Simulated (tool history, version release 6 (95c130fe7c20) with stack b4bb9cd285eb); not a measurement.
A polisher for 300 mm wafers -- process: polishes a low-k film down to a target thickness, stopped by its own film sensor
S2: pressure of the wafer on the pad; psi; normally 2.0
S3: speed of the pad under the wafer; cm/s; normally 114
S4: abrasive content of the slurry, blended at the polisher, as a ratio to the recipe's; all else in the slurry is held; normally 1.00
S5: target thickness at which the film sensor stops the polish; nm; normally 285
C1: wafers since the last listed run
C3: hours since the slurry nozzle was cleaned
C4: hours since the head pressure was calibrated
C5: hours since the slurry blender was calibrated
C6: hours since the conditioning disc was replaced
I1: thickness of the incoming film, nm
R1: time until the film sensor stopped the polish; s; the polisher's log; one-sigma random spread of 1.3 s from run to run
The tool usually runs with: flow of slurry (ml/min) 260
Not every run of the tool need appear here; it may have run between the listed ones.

{"run": 1, "hour": 0.0, "flow of slurry (ml/min)": 260, "S2": 2.2, "S3": 114, "S4": 1.0, "S5": 285, "C1": 0, "wafers polished on this pad": 114, "C3": 276.0, "C4": 399.7, "C5": 210.9, "C6": 112.0, "I1": 314.3, "R1": 59.4}
{"run": 2, "hour": 11.2, "flow of slurry (ml/min)": 260, "S2": 2.2, "S3": 114, "S4": 1.0, "S5": 285, "C1": 66, "wafers polished on this pad": 181, "C3": 287.2, "C4": 410.9, "C5": 222.1, "C6": 123.2, "I1": 317.7, "R1": 65.2}
{"run": 3, "hour": 28.6, "flow of slurry (ml/min)": 260, "S2": 2.2, "S3": 114, "S4": 1.0, "S5": 285, "C1": 103, "wafers polished on this pad": 284, "C3": 304.6, "C4": 428.3, "C5": 239.5, "C6": 140.6, "I1": 317.7, "R1": 66.2}
{"run": 4, "hour": 36.2, "flow of slurry (ml/min)": 260, "S2": 2.0, "S3": 114, "S4": 1.0, "S5": 285, "C1": 45, "wafers polished on this pad": 329, "C3": 312.2, "C4": 435.9, "C5": 247.1, "C6": 148.2, "I1": 316.3, "R1": 69.0}
{"run": 5, "hour": 49.9, "flow of slurry (ml/min)": 260, "S2": 2.0, "S3": 114, "S4": 1.0, "S5": 285, "C1": 81, "wafers polished on this pad": 411, "C3": 325.9, "C4": 449.6, "C5": 260.8, "C6": 161.9, "I1": 319.3, "R1": 71.7}
{"hour": 61.5, "done": "slurry blender recalibrated"}
{"run": 6, "hour": 62.6, "flow of slurry (ml/min)": 260, "S2": 2.0, "S3": 114, "S4": 1.0, "S5": 285, "C1": 63, "wafers polished on this pad": 474, "C3": 338.6, "C4": 462.3, "C5": 1.1, "C6": 174.6, "I1": 317.6, "R1": 68.6}
{"run": 7, "hour": 79.4, "flow of slurry (ml/min)": 260, "S2": 2.0, "S3": 114, "S4": 1.0, "S5": 285, "C1": 99, "wafers polished on this pad": 574, "C3": 355.4, "C4": 479.1, "C5": 17.9, "C6": 191.4, "I1": 322.0, "R1": 79.9}
{"hour": 89.9, "done": "worn pad replaced by a new one"}
{"run": 8, "hour": 90.4, "flow of slurry (ml/min)": 260, "S2": 2.0, "S3": 114, "S4": 1.0, "S5": 285, "C1": 41, "wafers polished on this pad": 2, "C3": 366.4, "C4": 490.1, "C5": 28.9, "C6": 202.4, "I1": 315.0, "R1": 64.7}
{"hour": 94.5, "done": "head pressure recalibrated"}
{"run": 9, "hour": 102.8, "flow of slurry (ml/min)": 290, "S2": 2.0, "S3": 114, "S4": 1.0, "S5": 285, "C1": 61, "wafers polished on this pad": 64, "C3": 378.8, "C4": 8.3, "C5": 41.3, "C6": 214.8, "I1": 319.3, "R1": 75.1}
{"run": 10, "hour": 119.9, "flow of slurry (ml/min)": 295, "S2": 2.0, "S3": 114, "S4": 1.0, "S5": 285, "C1": 101, "wafers polished on this pad": 166, "C3": 395.9, "C4": 25.4, "C5": 58.4, "C6": 231.9, "I1": 323.9, "R1": 85.8}
{"run": 11, "hour": 128.6, "flow of slurry (ml/min)": 260, "S2": 2.0, "S3": 114, "S4": 1.2, "S5": 285, "C1": 51, "wafers polished on this pad": 217, "C3": 404.6, "C4": 34.1, "C5": 67.1, "C6": 240.6, "I1": 321.8, "R1": 75.5}
{"run": 12, "hour": 138.8, "flow of slurry (ml/min)": 260, "S2": 2.0, "S3": 114, "S4": 1.3, "S5": 292, "C1": 60, "wafers polished on this pad": 278, "C3": 414.8, "C4": 44.3, "C5": 77.3, "C6": 250.8, "I1": 324.4, "R1": 65.9}
{"run": 13, "hour": 151.6, "flow of slurry (ml/min)": 300, "S2": 2.0, "S3": 114, "S4": 0.75, "S5": 285, "C1": 76, "wafers polished on this pad": 354, "C3": 427.6, "C4": 57.1, "C5": 90.1, "C6": 263.6, "I1": 317.3, "R1": 81.1}
{"hour": 156.5, "done": "slurry nozzle cleaned"}
{"run": 14, "hour": 157.9, "flow of slurry (ml/min)": 260, "S2": 2.0, "S3": 114, "S4": 1.0, "S5": 285, "C1": 31, "wafers polished on this pad": 385, "C3": 1.4, "C4": 63.4, "C5": 96.4, "C6": 269.9, "I1": 323.2, "R1": 85.9}

Run 15, settings as shown, results not yet in. Your forecast:
{"run": 15, "hour": 167.6, "flow of slurry (ml/min)": 260, "S2": 2.0, "S3": 114, "S4": 1.0, "S5": 285, "C1": 57, "wafers polished on this pad": 443, "C3": 11.1, "C4": 73.1, "C5": 106.1, "C6": 279.6, "I1": 316.9, "R1": "?"}

{"run 15": {"R1": 74.0}}
Minus the tool's unlogged condition, the same run would have read R1 66.9 s.
